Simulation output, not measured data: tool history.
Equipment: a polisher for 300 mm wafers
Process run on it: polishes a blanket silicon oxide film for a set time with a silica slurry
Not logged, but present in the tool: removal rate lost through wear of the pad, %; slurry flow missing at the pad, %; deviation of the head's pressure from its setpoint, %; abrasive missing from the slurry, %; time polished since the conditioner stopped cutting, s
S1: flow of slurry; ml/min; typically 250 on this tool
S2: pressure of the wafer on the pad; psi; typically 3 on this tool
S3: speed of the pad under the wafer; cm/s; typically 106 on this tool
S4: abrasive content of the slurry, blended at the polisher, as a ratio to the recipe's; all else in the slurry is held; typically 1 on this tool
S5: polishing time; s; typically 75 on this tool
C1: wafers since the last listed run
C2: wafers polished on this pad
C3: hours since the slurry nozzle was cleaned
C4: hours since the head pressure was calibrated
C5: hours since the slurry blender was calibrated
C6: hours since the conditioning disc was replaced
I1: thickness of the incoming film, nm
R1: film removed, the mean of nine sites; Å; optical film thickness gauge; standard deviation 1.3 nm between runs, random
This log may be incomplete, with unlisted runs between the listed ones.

{"run": 1, "hour": 0.0, "S1": 250, "S2": 3, "S3": 90, "S4": 1, "S5": 75, "C1": 0, "C2": 801, "C3": 58.4, "C4": 30.2, "C5": 41.4, "C6": 190.9, "I1": 1684.5, "R1": 1225}
{"hour": 33.5, "done": "conditioning disc replaced and pad reconditioned"}
{"run": 2, "hour": 34.0, "S1": 250, "S2": 3, "S3": 106, "S4": 1.2, "S5": 94, "C1": 247, "C2": 1049, "C3": 92.4, "C4": 64.2, "C5": 75.4, "C6": 0.5, "I1": 1663.6, "R1": 1974}
{"run": 3, "hour": 50.8, "S1": 250, "S2": 3.6, "S3": 106, "S4": 1, "S5": 75, "C1": 129, "C2": 1178, "C3": 109.2, "C4": 81, "C5": 92.2, "C6": 17.3, "I1": 1707.8, "R1": 1541}
{"run": 4, "hour": 78.0, "S1": 250, "S2": 3, "S3": 106, "S4": 1, "S5": 75, "C1": 210, "C2": 1388, "C3": 136.4, "C4": 108.2, "C5": 119.4, "C6": 44.5, "I1": 1679.1, "R1": 1364}
{"run": 5, "hour": 107.1, "S1": 320, "S2": 2.1, "S3": 106, "S4": 1.2, "S5": 96, "C1": 224, "C2": 1613, "C3": 165.5, "C4": 137.3, "C5": 148.5, "C6": 73.6, "I1": 1700, "R1": 1667}
{"run": 6, "hour": 123.5, "S1": 205, "S2": 3.4, "S3": 138, "S4": 1, "S5": 58, "C1": 126, "C2": 1740, "C3": 181.9, "C4": 153.7, "C5": 164.9, "C6": 90, "I1": 1690.5, "R1": 1363}
{"hour": 163.4, "done": "worn pad replaced by a new one"}
{"hour": 172.5, "done": "slurry nozzle cleaned"}
{"run": 7, "hour": 178.4, "S1": 195, "S2": 3.4, "S3": 130, "S4": 1.2, "S5": 75, "C1": 385, "C2": 108, "C3": 5.9, "C4": 208.6, "C5": 219.8, "C6": 144.9, "I1": 1668.7, "R1": 1865}
{"hour": 181.6, "done": "slurry blender recalibrated"}
{"run": 8, "hour": 200.9, "S1": 250, "S2": 3, "S3": 106, "S4": 0.7, "S5": 75, "C1": 158, "C2": 266, "C3": 28.4, "C4": 231.1, "C5": 19.3, "C6": 167.4, "I1": 1669.7, "R1": 1000}
{"run": 9, "hour": 222.9, "S1": 310, "S2": 3, "S3": 106, "S4": 1.25, "S5": 75, "C1": 169, "C2": 436, "C3": 50.4, "C4": 253.1, "C5": 41.3, "C6": 189.4, "I1": 1712.7, "R1": 1604}
{"run": 10, "hour": 238.8, "S1": 250, "S2": 3, "S3": 106, "S4": 1, "S5": 75, "C1": 122, "C2": 559, "C3": 66.3, "C4": 269, "C5": 57.2, "C6": 205.3, "I1": 1676.8, "R1": 1373}
{"run": 11, "hour": 257.1, "S1": 210, "S2": 3.7, "S3": 106, "S4": 1, "S5": 75, "C1": 141, "C2": 700, "C3": 84.6, "C4": 287.3, "C5": 75.5, "C6": 223.6, "I1": 1685.1, "R1": 1542}
{"run": 12, "hour": 289.6, "S1": 205, "S2": 3, "S3": 106, "S4": 1, "S5": 75, "C1": 250, "C2": 951, "C3": 117.1, "C4": 319.8, "C5": 108, "C6": 256.1, "I1": 1682, "R1": 1334}
{"hour": 293.9, "done": "conditioning disc replaced and pad reconditioned"}
{"run": 13, "hour": 305.4, "S1": 300, "S2": 3, "S3": 106, "S4": 1, "S5": 75, "C1": 106, "C2": 1057, "C3": 132.9, "C4": 335.6, "C5": 123.8, "C6": 11.5, "I1": 1681.1, "R1": 1400}
{"run": 14, "hour": 323.1, "S1": 250, "S2": 3, "S3": 106, "S4": 1, "S5": 89, "C1": 136, "C2": 1194, "C3": 150.6, "C4": 353.3, "C5": 141.5, "C6": 29.2, "I1": 1708.5, "R1": 1615}
{"run": 15, "hour": 342.6, "S1": 210, "S2": 3, "S3": 106, "S4": 0.8, "S5": 94, "C1": 150, "C2": 1345, "C3": 170.1, "C4": 372.8, "C5": 161, "C6": 48.7, "I1": 1683.7, "R1": 1439}
{"hour": 345.1, "done": "head pressure recalibrated"}
{"run": 16, "hour": 369.5, "S1": 250, "S2": 2, "S3": 106, "S4": 1.2, "S5": 58, "C1": 192, "C2": 1537, "C3": 197, "C4": 24.4, "C5": 187.9, "C6": 75.6, "I1": 1679.3, "R1": 954}
{"run": 17, "hour": 383.9, "S1": 210, "S2": 4, "S3": 106, "S4": 1.25, "S5": 75, "C1": 111, "C2": 1648, "C3": 211.4, "C4": 38.8, "C5": 202.3, "C6": 90, "I1": 1674.2, "R1": 1849}
{"hour": 397.9, "done": "worn pad replaced by a new one"}
{"hour": 412.0, "done": "slurry nozzle cleaned"}
{"run": 18, "hour": 413.7, "S1": 250, "S2": 3, "S3": 106, "S4": 1, "S5": 75, "C1": 191, "C2": 114, "C3": 1.7, "C4": 68.6, "C5": 232.1, "C6": 119.8, "I1": 1684.6, "R1": 1355}
{"run": 19, "hour": 432.1, "S1": 330, "S2": 2.5, "S3": 106, "S4": 1, "S5": 75, "C1": 142, "C2": 256, "C3": 20.1, "C4": 87, "C5": 250.5, "C6": 138.2, "I1": 1701.3, "R1": 1282}
{"run": 20, "hour": 454.3, "S1": 250, "S2": 3, "S3": 106, "S4": 1, "S5": 75, "C1": 171, "C2": 427, "C3": 42.3, "C4": 109.2, "C5": 272.7, "C6": 160.4, "I1": 1672.3, "R1": 1366}
{"hour": 472.6, "done": "slurry blender recalibrated"}
{"run": 21, "hour": 473.1, "S1": 250, "S2": 2.1, "S3": 106, "S4": 0.85, "S5": 75, "C1": 129, "C2": 557, "C3": 61.1, "C4": 128, "C5": 0.5, "C6": 179.2, "I1": 1696.1, "R1": 995}
{"run": 22, "hour": 489.3, "S1": 250, "S2": 3, "S3": 106, "S4": 1, "S5": 75, "C1": 125, "C2": 682, "C3": 77.3, "C4": 144.2, "C5": 16.7, "C6": 195.4, "I1": 1680.8, "R1": 1379}

Expected results for the next run?
{"run": 23, "hour": 518.1, "S1": 250, "S2": 3, "S3": 106, "S4": 1, "S5": 75, "C1": 222, "C2": 905, "C3": 106.1, "C4": 173, "C5": 45.5, "C6": 224.2, "I1": 1667.9, "R1": "?"}

{"run 23": {"R1": 1357}}
If the tool had no hidden condition, the same run with the same run-to-run variation would have returned R1 1357 Å.

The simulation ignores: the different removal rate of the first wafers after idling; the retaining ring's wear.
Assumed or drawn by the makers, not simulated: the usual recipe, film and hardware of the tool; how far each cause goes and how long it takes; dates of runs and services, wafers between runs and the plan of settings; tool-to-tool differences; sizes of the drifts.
